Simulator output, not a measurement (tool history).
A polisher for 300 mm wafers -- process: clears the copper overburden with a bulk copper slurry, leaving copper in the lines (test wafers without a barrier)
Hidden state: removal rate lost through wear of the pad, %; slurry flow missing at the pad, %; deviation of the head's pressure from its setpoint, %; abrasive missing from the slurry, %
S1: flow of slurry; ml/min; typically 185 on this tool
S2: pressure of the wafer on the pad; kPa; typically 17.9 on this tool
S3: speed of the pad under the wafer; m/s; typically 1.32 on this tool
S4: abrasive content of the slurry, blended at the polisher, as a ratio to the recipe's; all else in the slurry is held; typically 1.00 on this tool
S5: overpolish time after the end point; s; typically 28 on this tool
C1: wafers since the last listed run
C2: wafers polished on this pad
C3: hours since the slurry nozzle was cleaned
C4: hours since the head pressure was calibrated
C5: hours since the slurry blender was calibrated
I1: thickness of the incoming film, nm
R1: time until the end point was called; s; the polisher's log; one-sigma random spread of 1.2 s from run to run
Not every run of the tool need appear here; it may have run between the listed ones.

run   hour   S1    S2    S3    S4  S5   C1    C2     C3     C4     C5      I1     R1
  1    0.0  185  22.8  1.32  1.00  18    0   539  584.6  793.5  253.7  1306.8   90.3
  2    6.8  185  17.9  1.32  1.15  28   52   592  591.4  800.3  260.5  1336.5  107.2
  3   24.2  185  17.9  1.32  1.00  28  133   726  608.8  817.7  277.9  1341.7  110.6
  4   33.8  185  17.9  1.32  1.00  28   73   799  618.4  827.3  287.5  1354.9  111.9
  5   40.9  185  17.9  1.32  1.00  28   54   854  625.5  834.4  294.6  1346.4  109.7
  6   50.6  185  17.9  1.32  1.00  28   74   929  635.2  844.1  304.3  1313.5  108.9
  7   59.5  185  17.9  1.32  1.00  28   68   997  644.1  853.0  313.2  1345.2  110.0
  8   75.6  185  17.9  1.32  1.20  28  123  1121  660.2  869.1  329.3  1311.5  104.4
      79.3  -- head pressure recalibrated
      84.0  -- worn pad replaced by a new one
  9   86.9  185  17.9  1.32  1.20  28   40    22  671.5    7.6  340.6  1319.2  105.9
 10  102.6  185  17.9  1.32  1.00  28  120   143  687.2   23.3  356.3  1334.1  111.0
 11  117.1  185  17.9  1.32  1.00  28  111   254  701.7   37.8  370.8  1330.5  110.0
 12  134.0  185  17.9  1.32  1.00  28  130   384  718.6   54.7  387.7  1306.3  106.7
     141.6  -- slurry blender recalibrated
 13  147.5  185  17.9  1.72  1.25  28   88   473  732.1   68.2    5.9  1318.8   78.7
 14  165.2  230  17.9  1.76  1.00  28  136   609  749.8   85.9   23.6  1345.8   82.0
 15  176.4  215  17.9  1.32  1.00  28   86   695  761.0   97.1   34.8  1331.0  108.1
 16  186.0  185  17.9  1.32  1.00  28   73   769  770.6  106.7   44.4  1301.9  108.1
 17  196.6  185  17.9  1.32  0.85  40   81   851  781.2  117.3   55.0  1326.3  113.5
     204.8  -- slurry nozzle cleaned
 18  207.1  210  17.9  1.56  1.10  28   73   924    2.3  127.8   65.5  1328.1   89.7
     222.8  -- worn pad replaced by a new one
 19  223.3  185  17.9  1.32  1.00  28   93     3   18.5  144.0   81.7  1304.4  109.2
 20  233.9  140  20.7  1.18  1.00  15   81    85   29.1  154.6   92.3  1340.6  114.2
 21  251.2  140  17.9  1.32  1.00  28  133   218   46.4  171.9  109.6  1317.9  115.1
 22  267.5  160  20.0  1.32  1.00  28  125   343   62.7  188.2  125.9  1343.0  103.7
 23  275.0  185  17.9  1.32  1.00  28   57   401   70.2  195.7  133.4  1326.1  108.4
 24  289.5  235  17.9  1.56  1.00  28  111   513   84.7  210.2  147.9  1355.7   91.3
 25  298.2  185  17.9  0.92  0.75  28   66   580   93.4  218.9  156.6  1314.6  163.9
 26  312.4  185  24.1  1.32  1.00  28  109   689  107.6  233.1  170.8  1317.6   87.0
 27  328.9  185  17.9  1.32  0.90  28  126   816  124.1  249.6  187.3  1307.0  112.7
 28  342.7  120  20.0  1.32  1.30  28  106   922  137.9  263.4  201.1  1324.5  102.2
 29  350.3  185  12.4  1.32  1.00  28   58   980  145.5  271.0  208.7  1342.3  142.8
 30  367.8  185  17.9  1.32  1.20  28  134  1115  163.0  288.5  226.2  1326.5  104.7

Each row is a separate what-if for the run after 30, all from the same tool condition, not one after another. Results?
  A  368.3  160  17.9  1.32  1.00  28   3  1119  163.5  289.0  226.7  1345.6   ?
  B  368.3  185  17.9  1.32  1.10  40   3  1119  163.5  289.0  226.7  1345.6   ?
  C  368.3  185  17.9  0.96  1.00  15   3  1119  163.5  289.0  226.7  1345.6   ?

run     R1
  A  114.0
  B  109.5
  C  153.7
Stripped of hidden state, with their random variation kept, the same runs would have yielded:
run     R1
  A  114.0
  B  109.5
  C  153.7

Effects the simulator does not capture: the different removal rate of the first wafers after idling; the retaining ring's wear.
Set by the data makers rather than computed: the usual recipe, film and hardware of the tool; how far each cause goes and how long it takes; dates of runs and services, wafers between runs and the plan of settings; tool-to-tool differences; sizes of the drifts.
